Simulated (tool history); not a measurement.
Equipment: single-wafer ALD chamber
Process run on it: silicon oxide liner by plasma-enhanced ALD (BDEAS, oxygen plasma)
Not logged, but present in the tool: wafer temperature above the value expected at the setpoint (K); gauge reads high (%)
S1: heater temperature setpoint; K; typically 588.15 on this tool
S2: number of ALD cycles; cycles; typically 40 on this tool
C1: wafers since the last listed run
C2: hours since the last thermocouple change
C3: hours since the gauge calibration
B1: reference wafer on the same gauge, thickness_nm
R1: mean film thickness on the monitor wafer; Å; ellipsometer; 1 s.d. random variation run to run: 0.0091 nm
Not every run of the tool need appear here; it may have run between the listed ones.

run     day      S1  S2   C1      C2     C3     B1     R1
  1       0  596.15  40    0  1707.7  724.1  4.109  35.17
  2   2.179  588.15  40  303    1760  776.4  4.103  35.54
  3   3.833  588.15  40  230  1799.7  816.1  4.097  35.52
      5.333  -- gauge calibrated
  4   5.342  588.15  40  209  1835.9    0.2  4.232  36.46
  5   8.725  588.15  40  470  1917.1   81.4   4.22  36.46
  6  12.188  581.15  38  481  2000.2  164.5  4.207   34.9
  7  14.858  581.15  38  371  2064.3  228.6  4.197  34.96
  8  16.779  588.15  40  267  2110.4  274.7  4.196  36.25
  9  18.771  588.15  40  277  2158.2  322.5  4.186  36.26
 10  21.429  588.15  40  369    2222  386.3  4.176  36.06
 11    24.3  588.15  35  399  2290.9  455.2  4.167  31.59
 12  27.904  588.15  40  501  2377.4  541.7  4.155  36.01
     29.092  -- thermocouple changed; heater temperature recalibrated
 13  30.454  601.15  33  308    32.7  602.9   4.15     29
 14  34.079  588.15  40  504   119.7  689.9  4.135  35.67
 15  35.779  583.15  45  236   160.5  730.7  4.133  40.51
 16  37.679  601.15  47  264   206.1  776.3  4.126  41.05
 17  39.546  588.15  40  259   250.9  821.1  4.117  35.74
 18  43.696  602.15  34  577   350.5  920.7  4.103  29.41
 19  45.996  588.15  44  320   405.7  975.9  4.096  38.97
     47.321  -- gauge calibrated
 20  49.967  588.15  47  552     501   63.5  4.208  42.87
 21  51.762  602.15  34  249   544.1  106.6  4.205  30.25
 22  56.092  588.15  44  602     648  210.5  4.192   39.9
 23  58.971  602.15  46  400   717.1  279.6   4.18  40.62
 24   61.75  581.15  34  386   783.8  346.3  4.171  31.11

Predict each of these 4 candidate next runs independently; none follows another, all start after run 24:
  A  61.771  588.15  40   2  784.3  346.8   ?   ?
  B  61.771  600.15  45   2  784.3  346.8   ?   ?
  C  61.771  599.15  40   2  784.3  346.8   ?   ?
  D  61.771  577.15  47   2  784.3  346.8   ?   ?

run     B1     R1
  A  4.171  35.93
  B  4.171  39.63
  C  4.171  35.29
  D  4.171  42.98
What these runs would have given with no unlogged condition in the tool:
run     R1
  A  36.35
  B  40.09
  C   35.7
  D  43.47
